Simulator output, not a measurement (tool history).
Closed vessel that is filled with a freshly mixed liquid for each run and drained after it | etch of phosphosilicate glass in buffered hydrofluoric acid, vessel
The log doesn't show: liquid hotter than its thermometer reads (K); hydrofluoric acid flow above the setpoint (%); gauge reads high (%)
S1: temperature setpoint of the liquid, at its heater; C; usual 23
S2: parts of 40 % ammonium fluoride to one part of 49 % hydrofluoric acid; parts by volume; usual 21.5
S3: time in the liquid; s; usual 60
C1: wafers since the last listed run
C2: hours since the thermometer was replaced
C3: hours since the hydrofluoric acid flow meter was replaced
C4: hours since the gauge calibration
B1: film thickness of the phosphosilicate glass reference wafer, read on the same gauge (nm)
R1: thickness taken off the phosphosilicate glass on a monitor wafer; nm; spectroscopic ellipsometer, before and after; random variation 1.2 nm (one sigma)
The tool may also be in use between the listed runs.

| run | hour | S1 | S2 | S3 | C1 | C2 | C3 | C4 | B1 | R1 |
|---|---|---|---|---|---|---|---|---|---|---|
| 1 | 0 | 23 | 21.5 | 60 | 0 | 849.4 | 285.3 | 2643.8 | 140.01 | 215.47 |
| 2 | 102.6 | 23 | 21.5 | 60 | 9052 | 952 | 387.9 | 2746.4 | 140 | 218.22 |
| 3 | 207.1 | 23 | 21.5 | 60 | 9219 | 1056.5 | 492.4 | 2850.9 | 140.01 | 219.05 |
| 4 | 266.8 | 23 | 21.5 | 60 | 5267 | 1116.2 | 552.1 | 2910.6 | 140.01 | 219.2 |
| 5 | 315.1 | 23 | 21.5 | 60 | 4261 | 1164.5 | 600.4 | 2958.9 | 140 | 220.89 |
| 6 | 400.5 | 23 | 21.5 | 60 | 7534 | 1249.9 | 685.8 | 3044.3 | 139.97 | 220.5 |
| 7 | 479.5 | 23 | 18 | 80 | 6970 | 1328.9 | 764.8 | 3123.3 | 140.02 | 342.57 |
| 8 | 526.4 | 23 | 18 | 80 | 4137 | 1375.8 | 811.7 | 3170.2 | 140 | 344.5 |
| 9 | 605.8 | 23 | 21.5 | 60 | 7005 | 1455.2 | 891.1 | 3249.6 | 139.99 | 221.66 |
| 10 | 676.1 | 23 | 28.5 | 60 | 6202 | 1525.5 | 961.4 | 3319.9 | 140 | 179.93 |
| 11 | 730.3 | 23 | 25.5 | 60 | 4781 | 1579.7 | 1015.6 | 3374.1 | 140 | 197.04 |
| 12 | 810.6 | 23 | 21.5 | 60 | 7084 | 1660 | 1095.9 | 3454.4 | 139.99 | 220.5 |
| 13 | 902.6 | 23 | 21.5 | 85 | 8117 | 1752 | 1187.9 | 3546.4 | 140.02 | 315.13 |
| 14 | 973.3 | 19.5 | 21.5 | 30 | 6237 | 1822.7 | 1258.6 | 3617.1 | 140 | 91.45 |
|  | 1049.3 | gauge calibrated |
| 15 | 1060.1 | 23 | 27.5 | 60 | 7658 | 1909.5 | 1345.4 | 10.8 | 140.01 | 187.08 |
| 16 | 1132.7 | 27 | 21.5 | 85 | 6405 | 1982.1 | 1418 | 83.4 | 140 | 392.5 |
| 17 | 1176.4 | 21 | 17 | 35 | 3855 | 2025.8 | 1461.7 | 127.1 | 139.99 | 144.38 |
| 18 | 1366.4 | 27 | 21.5 | 85 | 16763 | 2215.8 | 1651.7 | 317.1 | 140 | 391.29 |
|  | 1399.1 | thermometer replaced |
| 19 | 1446.9 | 23 | 18 | 80 | 7014 | 47.8 | 1732.2 | 397.6 | 139.97 | 350.65 |
| 20 | 1497 | 21.5 | 16 | 30 | 4420 | 97.9 | 1782.3 | 447.7 | 139.99 | 135.18 |
| 21 | 1537.9 | 23 | 27.5 | 85 | 3608 | 138.8 | 1823.2 | 488.6 | 140.01 | 269.32 |
| 22 | 1606 | 21 | 21.5 | 60 | 6008 | 206.9 | 1891.3 | 556.7 | 140 | 200.85 |
| 23 | 1647.8 | 26 | 21.5 | 85 | 3687 | 248.7 | 1933.1 | 598.5 | 140 | 374.79 |
|  | 1714.4 | hydrofluoric acid flow meter replaced |
| 24 | 1720.1 | 27 | 21.5 | 85 | 6290 | 321 | 5.7 | 670.8 | 139.98 | 387.31 |
| 25 | 1777.4 | 21 | 21.5 | 30 | 5055 | 378.3 | 63 | 728.1 | 139.99 | 97.37 |
| 26 | 1821 | 23 | 21.5 | 60 | 3846 | 421.9 | 106.6 | 771.7 | 140.01 | 220.19 |
| 27 | 1928.8 | 19.5 | 21.5 | 40 | 9511 | 529.7 | 214.4 | 879.5 | 139.99 | 121.83 |
| 28 | 2199.8 | 27.5 | 18.5 | 85 | 23909 | 800.7 | 485.4 | 1150.5 | 139.98 | 452.97 |
| 29 | 2278 | 23 | 21.5 | 60 | 6899 | 878.9 | 563.6 | 1228.7 | 140.01 | 220.56 |
| 30 | 2371.8 | 23 | 21.5 | 60 | 8275 | 972.7 | 657.4 | 1322.5 | 140.01 | 221.32 |
| 31 | 2448.9 | 23 | 30 | 60 | 6802 | 1049.8 | 734.5 | 1399.6 | 140.01 | 177.88 |
| 32 | 2518.5 | 21.5 | 30 | 60 | 6140 | 1119.4 | 804.1 | 1469.2 | 140 | 162.17 |

Hidden state at the last listed run before each entry between runs and at the first one after, where it differs:
Between runs 14 and 15: gauge calibrated (hour 1049.3)
  hydrofluoric acid flow above the setpoint (%): 2.95 -> 3.15
  measured less the result without the state, R1: +1.82 -> +3.96 nm
Between runs 18 and 19: thermometer replaced (hour 1399.1)
  hydrofluoric acid flow above the setpoint (%): 3.84 -> 4.03
  measured less the result without the state, R1: +10 -> +13.39 nm
Between runs 23 and 24: hydrofluoric acid flow meter replaced (hour 1714.4)
  hydrofluoric acid flow above the setpoint (%): 4.48 -> 1.26
  measured less the result without the state, R1: +11.11 -> +3.33 nm

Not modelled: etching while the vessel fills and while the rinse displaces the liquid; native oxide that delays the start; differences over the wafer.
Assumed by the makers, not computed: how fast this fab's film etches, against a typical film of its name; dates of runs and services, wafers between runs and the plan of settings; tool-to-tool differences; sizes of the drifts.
